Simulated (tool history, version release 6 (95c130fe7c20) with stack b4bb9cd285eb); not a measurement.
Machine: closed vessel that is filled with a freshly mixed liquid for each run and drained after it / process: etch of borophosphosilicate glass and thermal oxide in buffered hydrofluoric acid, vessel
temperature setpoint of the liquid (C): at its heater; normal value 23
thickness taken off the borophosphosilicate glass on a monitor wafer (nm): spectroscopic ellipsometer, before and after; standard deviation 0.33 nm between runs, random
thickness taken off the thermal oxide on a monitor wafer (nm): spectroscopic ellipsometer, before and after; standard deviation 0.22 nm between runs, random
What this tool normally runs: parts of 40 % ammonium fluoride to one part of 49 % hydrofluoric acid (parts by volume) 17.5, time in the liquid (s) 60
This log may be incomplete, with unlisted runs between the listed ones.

| run | hour | temperature setpoint of the liquid (C) | parts of 40 % ammonium fluoride to one part of 49 % hydrofluoric acid (parts by volume) | time in the liquid (s) | read-back film thickness of the borophosphosilicate glass reference wafer, read on the same gauge (nm) | read-back film thickness of the thermal oxide reference wafer, read on the same gauge (nm) | thickness taken off the borophosphosilicate glass on a monitor wafer (nm) | thickness taken off the thermal oxide on a monitor wafer (nm) |
|---|---|---|---|---|---|---|---|---|
| 1 | 0 | 19.5 | 17.5 | 50 | 119.98 | 60 | 41.46 | 29.21 |
| 2 | 24.6 | 19.5 | 17.5 | 50 | 119.99 | 59.99 | 41.39 | 28.99 |
|  | 34 | thermometer replaced |
| 3 | 52.7 | 19.5 | 17.5 | 50 | 119.98 | 60 | 37.79 | 26.53 |
| 4 | 87.1 | 23 | 17.5 | 60 | 119.99 | 59.99 | 54.68 | 38.55 |
| 5 | 122 | 23 | 17.5 | 60 | 120 | 60.01 | 55.46 | 39.09 |
| 6 | 134.3 | 23 | 17.5 | 85 | 120.02 | 59.98 | 77.91 | 55.03 |
| 7 | 156.1 | 23 | 17.5 | 85 | 120.01 | 60.01 | 78.81 | 55.45 |
| 8 | 177.2 | 23 | 17.5 | 60 | 120.04 | 60.01 | 55.63 | 38.58 |
| 9 | 200.6 | 23 | 17.5 | 60 | 120 | 60.01 | 55.77 | 39.1 |
|  | 232.7 | hydrofluoric acid flow meter replaced |
|  | 251.2 | gauge calibrated |
| 10 | 278.4 | 18 | 13.5 | 50 | 120 | 59.99 | 45.36 | 31.2 |
| 11 | 291 | 23 | 17.5 | 60 | 119.98 | 59.99 | 54.68 | 38.48 |
| 12 | 319.8 | 23 | 17.5 | 60 | 120.02 | 60 | 54.66 | 38.48 |
| 13 | 354 | 18.5 | 17.5 | 40 | 120.03 | 60.01 | 29.09 | 20.03 |
| 14 | 381.7 | 23 | 20 | 60 | 120.02 | 60 | 48.46 | 33.8 |
| 15 | 398.1 | 25.5 | 17.5 | 60 | 119.99 | 60 | 62.35 | 44.21 |
| 16 | 427.2 | 21 | 17.5 | 40 | 120.01 | 60.01 | 32.81 | 23.32 |
| 17 | 462.5 | 21.5 | 17.5 | 60 | 120.02 | 60 | 51.34 | 35.91 |
| 18 | 475.7 | 21 | 13.5 | 35 | 120 | 59.98 | 38.1 | 26.54 |
| 19 | 575.4 | 23 | 11.5 | 60 | 120.01 | 60 | 85.41 | 59.63 |
| 20 | 607.6 | 23 | 20 | 60 | 119.98 | 59.99 | 49.69 | 34.51 |
| 21 | 639.4 | 23 | 22 | 45 | 120.01 | 60 | 34.64 | 24.48 |
| 22 | 658.5 | 23 | 14.5 | 80 | 119.99 | 59.99 | 92.05 | 63.92 |
| 23 | 686.3 | 23 | 17.5 | 60 | 120.04 | 60 | 57.02 | 40.29 |
| 24 | 709.3 | 23 | 17.5 | 35 | 120 | 60 | 33.36 | 23.32 |
| 25 | 722.7 | 21 | 17.5 | 60 | 120.03 | 60.02 | 51.27 | 35.75 |

What if the next run were any one of these 4? Each begins from the tool's condition after run 25:
| A | 723.4 | 23 | 17.5 | 30 | ? | ? | ? | ? |
| B | 723.4 | 21 | 12.5 | 30 | ? | ? | ? | ? |
| C | 723.4 | 19.5 | 12 | 85 | ? | ? | ? | ? |
| D | 723.4 | 19 | 12.5 | 30 | ? | ? | ? | ? |

| run | read-back film thickness of the borophosphosilicate glass reference wafer, read on the same gauge (nm) | read-back film thickness of the thermal oxide reference wafer, read on the same gauge (nm) | thickness taken off the borophosphosilicate glass on a monitor wafer (nm) | thickness taken off the thermal oxide on a monitor wafer (nm) |
|---|---|---|---|---|
| A | 119.96 | 59.98 | 28.62 | 20.05 |
| B | 119.96 | 59.98 | 35.78 | 24.99 |
| C | 119.96 | 59.98 | 97.2 | 67.81 |
| D | 119.96 | 59.98 | 32.06 | 22.36 |
Without the tool's unlogged condition, the same runs would have read:
| run | thickness taken off the borophosphosilicate glass on a monitor wafer (nm) | thickness taken off the thermal oxide on a monitor wafer (nm) |
|---|---|---|
| A | 26.49 | 18.54 |
| B | 33.1 | 23.11 |
| C | 89.86 | 62.65 |
| D | 29.63 | 20.66 |
